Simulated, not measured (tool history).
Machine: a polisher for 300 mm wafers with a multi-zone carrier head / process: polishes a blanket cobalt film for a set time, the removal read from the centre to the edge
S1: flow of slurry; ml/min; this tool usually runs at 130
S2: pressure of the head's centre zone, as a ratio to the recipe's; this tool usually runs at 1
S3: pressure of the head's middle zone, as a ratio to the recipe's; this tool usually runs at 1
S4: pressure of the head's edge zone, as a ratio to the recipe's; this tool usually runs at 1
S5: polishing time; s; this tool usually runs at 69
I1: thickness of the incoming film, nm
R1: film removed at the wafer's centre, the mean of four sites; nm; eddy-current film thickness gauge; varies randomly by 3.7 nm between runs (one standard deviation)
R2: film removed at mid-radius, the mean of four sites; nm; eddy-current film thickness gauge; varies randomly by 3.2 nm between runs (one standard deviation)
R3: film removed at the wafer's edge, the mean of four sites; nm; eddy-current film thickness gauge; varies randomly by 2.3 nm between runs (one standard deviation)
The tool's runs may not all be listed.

Run 1, hour 0: usual settings but S3 0.89, S4 0.95; I1 828.1. Result: R1 309.5 nm, R2 282.2 nm, R3 294.7 nm.
Run 2, hour 14.8: usual settings but S5 76 s; I1 817.4. Result: R1 330.5 nm, R2 336.7 nm, R3 330.9 nm.
At hour 27.4: carrier head's membrane replaced by a new one.
Run 3, hour 35.2: usual settings but S3 1.1; I1 824.3. Result: R1 306.3 nm, R2 330.8 nm, R3 305.1 nm.
Run 4, hour 67.2: usual settings; I1 816. Result: R1 302.5 nm, R2 299.5 nm, R3 300.6 nm.
At hour 88.6: centre zone pressure recalibrated.
Run 5, hour 94.9: usual settings; I1 828.9. Result: R1 294.7 nm, R2 300.2 nm, R3 299.5 nm.
Run 6, hour 121.6: usual settings but S4 0.94; I1 830.7. Result: R1 303.6 nm, R2 296.3 nm, R3 290.4 nm.
Run 7, hour 134.9: usual settings but S5 49 s; I1 827.4. Result: R1 209.6 nm, R2 213.2 nm, R3 209.4 nm.
Run 8, hour 150.5: usual settings; I1 827.7. Result: R1 302.5 nm, R2 297.9 nm, R3 300 nm.
At hour 156.4: slurry nozzle cleaned.
At hour 190.2: worn pad replaced by a new one.
Run 9, hour 238.3: usual settings but S4 0.93; I1 836.7. Result: R1 307.7 nm, R2 310.3 nm, R3 302.2 nm.
Run 10, hour 260.6: usual settings but S5 49 s; I1 826.4. Result: R1 217.3 nm, R2 221.3 nm, R3 219.8 nm.
Run 11, hour 287.2: usual settings but S3 0.96, S4 0.97, S5 93 s; I1 831.4. Result: R1 406.9 nm, R2 395.7 nm, R3 411.4 nm.
Run 12, hour 309.7: usual settings but S2 0.93, S3 1.09, S5 84 s; I1 822.9. Result: R1 350.4 nm, R2 397 nm, R3 367.8 nm.
Run 13, hour 380.3: usual settings; I1 828.8. Result: R1 296.6 nm, R2 304.9 nm, R3 296.6 nm.
Run 14, hour 412.9: usual settings but S2 1.08, S4 1.07; I1 838.6. Result: R1 314.7 nm, R2 296.7 nm, R3 311.4 nm.
Run 15, hour 444.6: usual settings but S1 105 ml/min; I1 846.7. Result: R1 279.1 nm, R2 286.8 nm, R3 289.8 nm.
Run 16, hour 458.3: usual settings; I1 831.9. Result: R1 305.2 nm, R2 296.6 nm, R3 298.1 nm.
At hour 471.2: worn pad replaced by a new one.
Run 17, hour 483.2: usual settings but S3 0.96; I1 826.7. Result: R1 315 nm, R2 310.9 nm, R3 318.8 nm.
Run 18, hour 506.8: usual settings but S2 0.97, S3 0.92, S4 0.91; I1 824.9. Result: R1 308 nm, R2 294.7 nm, R3 304.3 nm.
Run 19, hour 599: usual settings but S2 1.07, S3 0.91; I1 823.3. Result: R1 313.9 nm, R2 285.9 nm, R3 300.6 nm.
Run 20, hour 613.4: usual settings but S2 0.91, S3 0.91; I1 828.1. Result: R1 283.8 nm, R2 277.7 nm, R3 300.5 nm.
At hour 707.9: slurry nozzle cleaned.
Run 21, hour 708.8: usual settings but S1 165 ml/min, S2 0.91; I1 844.6. Result: R1 288.2 nm, R2 315.3 nm, R3 305.1 nm.
Run 22, hour 725.5: usual settings but S2 1.06, S3 1.05, S5 88 s; I1 825.2. Result: R1 401.6 nm, R2 398.4 nm, R3 376.2 nm.

Here are 4 independent what-if runs from the current tool condition. What would each one return?
Run A, hour 725.9: usual settings but S3 1.06; I1 825.1. Result: R1 ?, R2 ?, R3 ?.
Run B, hour 725.9: usual settings but S2 0.93, S4 0.91; I1 825.1. Result: R1 ?, R2 ?, R3 ?.
Run C, hour 725.9: usual settings but S2 0.96, S3 1.09, S4 1.12; I1 825.1. Result: R1 ?, R2 ?, R3 ?.
Run D, hour 725.9: usual settings but S1 95 ml/min, S3 0.92, S4 0.94; I1 825.1. Result: R1 ?, R2 ?, R3 ?.

run     R1     R2     R3
  A  294.8  311.7  301.4
  B  279.1  297.4  288.5
  C  285.9  318.9  318.7
  D  272.3  259.7  279.7
Without the tool's unlogged condition, the same runs would have read:
run     R1     R2     R3
  A  323.3  341.9  330.5
  B  306.1  326.1  316.4
  C  313.6  349.8  349.5
  D  298.6  284.8  306.8
